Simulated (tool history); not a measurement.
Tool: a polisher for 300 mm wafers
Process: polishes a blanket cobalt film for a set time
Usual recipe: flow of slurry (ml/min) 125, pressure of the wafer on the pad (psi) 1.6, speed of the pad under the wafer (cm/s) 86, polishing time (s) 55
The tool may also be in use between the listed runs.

run,hour,flow of slurry (ml/min),pressure of the wafer on the pad (psi),speed of the pad under the wafer (cm/s),polishing time (s),wafers since the last listed run,wafers polished on this pad,hours since the slurry nozzle was cleaned,hours since the head pressure was calibrated,"incoming thickness of the incoming film, nm",film removed (Å)
1,0,125,1.6,72,46,0,176,509.5,163.5,1379,1609
2,14.4,125,1.6,72,46,84,260,523.9,177.9,1395.2,1636
3,29.5,125,1.2,86,55,88,349,539,193,1377.1,1866
4,46.6,125,1.2,86,55,100,449,556.1,210.1,1394.6,1844
# hour 61.6: worn pad replaced by a new one
5,93.6,125,1.2,86,55,252,187,603.1,257.1,1398.3,1892
6,109.1,135,1.6,86,55,90,278,618.6,272.6,1394,2267
7,126.3,135,1.6,86,55,100,379,635.8,289.8,1390,2295
8,140.3,125,1.8,86,55,82,461,649.8,303.8,1384.1,2405
9,155.5,125,1.8,86,55,89,550,665,319,1395.4,2346
10,164.1,125,1.8,86,55,50,601,673.6,327.6,1391.2,2314
11,174,125,1.6,86,55,58,659,683.5,337.5,1383,2094
# hour 181: worn pad replaced by a new one
12,181.5,125,1.6,86,55,20,3,691,345,1383.1,2004
13,198.3,125,1.6,86,55,98,101,707.8,361.8,1407.1,2024
14,215.1,125,2,86,55,98,200,724.6,378.6,1402.7,2295
15,224.7,125,2,86,55,56,256,734.2,388.2,1397.3,2272
16,232.5,125,2,86,55,45,302,742,396,1377.1,2260
# hour 251.9: worn pad replaced by a new one, repeated, since the last time left the tool worse
17,252.4,105,1.6,106,48,93,3,761.9,415.9,1384.7,2286
18,254.9,125,1.6,86,66,14,17,764.4,418.4,1387.5,2699
19,270.1,145,2,86,43,89,106,779.6,433.6,1404.5,2097
20,286.9,125,1.6,86,55,98,205,796.4,450.4,1380,2257
21,303.8,125,1.6,86,55,99,304,813.3,467.3,1408.2,2271
# hour 352.7: worn pad replaced by a new one
22,353.3,90,2.1,58,36,266,3,862.8,516.8,1387.5,1220
# hour 363.3: slurry nozzle cleaned
23,364.9,125,1.6,86,55,62,65,1.6,528.4,1391.9,2261
# hour 374.3: head pressure recalibrated
24,376.7,170,1.8,72,67,57,123,13.4,2.4,1405.7,2744
25,391.8,125,1.6,86,55,88,212,28.5,17.5,1386.7,2222
26,397.9,125,1.6,66,64,35,247,34.6,23.6,1408.6,2104
27,411.2,125,1.6,86,55,78,325,47.9,36.9,1410.1,2257
28,424.7,125,1.6,86,55,79,405,61.4,50.4,1417.1,2178
29,431.8,100,1.8,106,40,41,446,68.5,57.5,1390.2,2007
30,446.6,125,1.6,86,55,86,533,83.3,72.3,1370.8,2155
31,455.6,85,1.6,100,71,52,586,92.3,81.3,1396.3,2888
# hour 467.6: worn pad replaced by a new one
32,471.4,160,1.6,86,40,69,22,108.1,97.1,1412.4,1730

Alternative continuations, all from the tool just after run 32; predict every row:
A,471.8,125,1.6,86,55,2,24,108.5,97.5,1402,?
B,471.8,125,1.1,86,55,2,24,108.5,97.5,1402,?
C,471.8,80,1.6,104,62,2,24,108.5,97.5,1402,?
D,471.8,95,2.2,112,43,2,24,108.5,97.5,1402,?
E,471.8,80,1.3,62,47,2,24,108.5,97.5,1402,?

run,film removed (Å)
A,2290
B,1827
C,2769
D,2645
E,1201
The same runs, with their run-to-run variation unchanged, on a tool lacking any hidden condition would have given:
run,film removed (Å)
A,2294
B,1830
C,2773
D,2649
E,1202

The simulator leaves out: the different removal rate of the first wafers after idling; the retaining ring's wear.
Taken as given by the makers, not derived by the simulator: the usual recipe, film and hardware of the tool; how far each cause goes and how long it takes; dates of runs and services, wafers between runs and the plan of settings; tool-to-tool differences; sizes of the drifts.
